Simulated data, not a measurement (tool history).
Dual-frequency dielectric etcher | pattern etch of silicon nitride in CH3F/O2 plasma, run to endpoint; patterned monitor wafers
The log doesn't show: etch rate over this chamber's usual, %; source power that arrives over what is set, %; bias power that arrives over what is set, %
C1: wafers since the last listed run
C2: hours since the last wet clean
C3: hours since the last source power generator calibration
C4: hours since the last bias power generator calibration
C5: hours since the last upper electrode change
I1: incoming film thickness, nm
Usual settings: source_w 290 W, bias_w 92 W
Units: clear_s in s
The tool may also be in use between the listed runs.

{"run": 1, "hour": 0.0, "source_w": 310, "bias_w": 92, "C1": 0, "C2": 176.3, "C3": 3451, "C4": 4809, "C5": 2222, "I1": 58.7, "clear_s": 59.9}
{"run": 2, "hour": 35.3, "source_w": 310, "bias_w": 92, "C1": 134, "C2": 211.6, "C3": 3486.3, "C4": 4844.3, "C5": 2257.3, "I1": 59.9, "clear_s": 60.4}
{"run": 3, "hour": 99.7, "source_w": 310, "bias_w": 92, "C1": 246, "C2": 276, "C3": 3550.7, "C4": 4908.7, "C5": 2321.7, "I1": 59.9, "clear_s": 60.5}
{"run": 4, "hour": 143.5, "source_w": 290, "bias_w": 92, "C1": 167, "C2": 319.8, "C3": 3594.5, "C4": 4952.5, "C5": 2365.5, "I1": 59.4, "clear_s": 61.6}
{"run": 5, "hour": 170.8, "source_w": 290, "bias_w": 92, "C1": 104, "C2": 347.1, "C3": 3621.8, "C4": 4979.8, "C5": 2392.8, "I1": 59.8, "clear_s": 61.3}
{"hour": 219.4, "done": "wet clean of the chamber"}
{"run": 6, "hour": 219.9, "source_w": 290, "bias_w": 92, "C1": 95, "C2": 0.5, "C3": 3670.9, "C4": 5028.9, "C5": 2441.9, "I1": 59.8, "clear_s": 64.4}
{"run": 7, "hour": 254.8, "source_w": 290, "bias_w": 92, "C1": 133, "C2": 35.4, "C3": 3705.8, "C4": 5063.8, "C5": 2476.8, "I1": 59.1, "clear_s": 62.7}
{"run": 8, "hour": 288.0, "source_w": 290, "bias_w": 92, "C1": 126, "C2": 68.6, "C3": 3739, "C4": 5097, "C5": 2510, "I1": 60.1, "clear_s": 64.8}
{"run": 9, "hour": 343.7, "source_w": 290, "bias_w": 92, "C1": 212, "C2": 124.3, "C3": 3794.7, "C4": 5152.7, "C5": 2565.7, "I1": 59.1, "clear_s": 62.8}
{"hour": 526.9, "done": "source power generator calibrated"}
{"hour": 548.1, "done": "wet clean of the chamber"}
{"run": 10, "hour": 550.6, "source_w": 290, "bias_w": 92, "C1": 694, "C2": 2.5, "C3": 23.7, "C4": 5359.6, "C5": 2772.6, "I1": 59.4, "clear_s": 62.4}
{"run": 11, "hour": 606.2, "source_w": 290, "bias_w": 92, "C1": 212, "C2": 58.1, "C3": 79.3, "C4": 5415.2, "C5": 2828.2, "I1": 59.3, "clear_s": 62.9}
{"run": 12, "hour": 650.1, "source_w": 290, "bias_w": 92, "C1": 167, "C2": 102, "C3": 123.2, "C4": 5459.1, "C5": 2872.1, "I1": 59.4, "clear_s": 62.9}
{"run": 13, "hour": 690.8, "source_w": 290, "bias_w": 92, "C1": 155, "C2": 142.7, "C3": 163.9, "C4": 5499.8, "C5": 2912.8, "I1": 59.7, "clear_s": 62.6}
{"run": 14, "hour": 740.5, "source_w": 310, "bias_w": 113, "C1": 189, "C2": 192.4, "C3": 213.6, "C4": 5549.5, "C5": 2962.5, "I1": 59.4, "clear_s": 56.5}
{"run": 15, "hour": 795.4, "source_w": 290, "bias_w": 92, "C1": 209, "C2": 247.3, "C3": 268.5, "C4": 5604.4, "C5": 3017.4, "I1": 59.2, "clear_s": 60.9}
{"hour": 801.7, "done": "bias power generator calibrated"}
{"run": 16, "hour": 851.9, "source_w": 240, "bias_w": 80, "C1": 200, "C2": 303.8, "C3": 325, "C4": 50.2, "C5": 3073.9, "I1": 59.3, "clear_s": 66.6}
{"run": 17, "hour": 913.0, "source_w": 290, "bias_w": 92, "C1": 233, "C2": 364.9, "C3": 386.1, "C4": 111.3, "C5": 3135, "I1": 59.6, "clear_s": 59.9}
{"hour": 938.6, "done": "wet clean of the chamber"}
{"run": 18, "hour": 957.3, "source_w": 290, "bias_w": 92, "C1": 77, "C2": 18.7, "C3": 430.4, "C4": 155.6, "C5": 3179.3, "I1": 59.4, "clear_s": 64.1}
{"run": 19, "hour": 1024.4, "source_w": 230, "bias_w": 86, "C1": 256, "C2": 85.8, "C3": 497.5, "C4": 222.7, "C5": 3246.4, "I1": 59.2, "clear_s": 68.3}
{"hour": 1068.7, "done": "upper electrode replaced"}
{"run": 20, "hour": 1146.7, "source_w": 250, "bias_w": 112, "C1": 375, "C2": 208.1, "C3": 619.8, "C4": 345, "C5": 78, "I1": 58.8, "clear_s": 60}
{"run": 21, "hour": 1195.8, "source_w": 350, "bias_w": 85, "C1": 187, "C2": 257.2, "C3": 668.9, "C4": 394.1, "C5": 127.1, "I1": 59.8, "clear_s": 60.4}
{"run": 22, "hour": 1221.2, "source_w": 260, "bias_w": 115, "C1": 97, "C2": 282.6, "C3": 694.3, "C4": 419.5, "C5": 152.5, "I1": 58.6, "clear_s": 58.2}
{"run": 23, "hour": 1271.5, "source_w": 290, "bias_w": 92, "C1": 192, "C2": 332.9, "C3": 744.6, "C4": 469.8, "C5": 202.8, "I1": 59.1, "clear_s": 61.1}
{"run": 24, "hour": 1312.2, "source_w": 240, "bias_w": 100, "C1": 155, "C2": 373.6, "C3": 785.3, "C4": 510.5, "C5": 243.5, "I1": 58.3, "clear_s": 60.6}
{"hour": 1369.3, "done": "wet clean of the chamber"}
{"run": 25, "hour": 1369.8, "source_w": 270, "bias_w": 92, "C1": 128, "C2": 0.5, "C3": 842.9, "C4": 568.1, "C5": 301.1, "I1": 59.1, "clear_s": 65.2}
{"run": 26, "hour": 1417.1, "source_w": 290, "bias_w": 78, "C1": 180, "C2": 47.8, "C3": 890.2, "C4": 615.4, "C5": 348.4, "I1": 59, "clear_s": 66.4}

Forecast each of these 3 alternatives for the next run:
{"run": "A", "hour": 1417.6, "source_w": 290, "bias_w": 92, "C1": 1, "C2": 48.3, "C3": 890.7, "C4": 615.9, "C5": 348.9, "I1": 58.9, "clear_s": "?"}
{"run": "B", "hour": 1417.6, "source_w": 350, "bias_w": 79, "C1": 1, "C2": 48.3, "C3": 890.7, "C4": 615.9, "C5": 348.9, "I1": 58.9, "clear_s": "?"}
{"run": "C", "hour": 1417.6, "source_w": 240, "bias_w": 99, "C1": 1, "C2": 48.3, "C3": 890.7, "C4": 615.9, "C5": 348.9, "I1": 58.9, "clear_s": "?"}

run=A clear_s=62.6
run=B clear_s=62
run=C clear_s=64.6
Without the tool's hidden state the same runs would have given:
run=A clear_s=63
run=B clear_s=62.4
run=C clear_s=65
